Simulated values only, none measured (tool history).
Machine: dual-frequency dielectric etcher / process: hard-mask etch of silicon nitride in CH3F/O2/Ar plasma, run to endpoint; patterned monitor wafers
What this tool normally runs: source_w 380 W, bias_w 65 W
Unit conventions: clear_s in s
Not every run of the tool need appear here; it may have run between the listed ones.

run	day	source_w	bias_w	incoming incoming film thickness, nm	clear_s
1	0	380	65	31.03	51.6
2	2.592	380	65	31.29	52.8
# day 6.083: wet clean of the chamber
3	6.104	330	65	30.77	50.6
4	7.233	380	65	30.92	49.3
5	9.512	380	65	31.17	49.9
6	11.575	380	65	31.16	50.5
7	13.171	380	65	31.26	50.9
8	15.029	380	65	31	50.1
# day 16.417: bias power generator calibrated
9	16.438	380	65	30.91	50.2
10	19.242	380	65	30.91	50.8
11	21.238	380	65	31.16	52
# day 23.75: wet clean of the chamber
# day 24.692: upper electrode replaced
12	24.712	340	51	30.73	53.6
13	25.15	350	75	30.84	47.7
14	27.483	380	53	30.94	52.7
15	28.775	380	74	30.75	47.5
# day 29.092: source power generator calibrated
16	31.129	410	80	31.13	46.5
17	32.95	380	56	31.2	53.1
18	34.062	330	70	30.92	50.5
19	37.05	450	75	30.66	46.2
20	39.75	460	54	31.48	52.5
# day 41.846: wet clean of the chamber
21	42.688	460	55	30.88	48.9
22	45.167	380	53	30.88	51.7
23	47.083	380	65	30.58	48.9

5 ways to go on from here, each from the tool as it stands after run 23. What would each give?
A	47.1	380	52	30.63	?
B	47.1	340	57	30.63	?
C	47.1	470	59	30.63	?
D	47.1	450	57	30.63	?
E	47.1	340	65	30.63	?

run	clear_s
A	52.8
B	52.8
C	48
D	49.1
E	50.6
Take away the tool's hidden state, keep each run's random variation, and the runs would have read:
run	clear_s
A	52.4
B	52.4
C	47.6
D	48.7
E	50.2
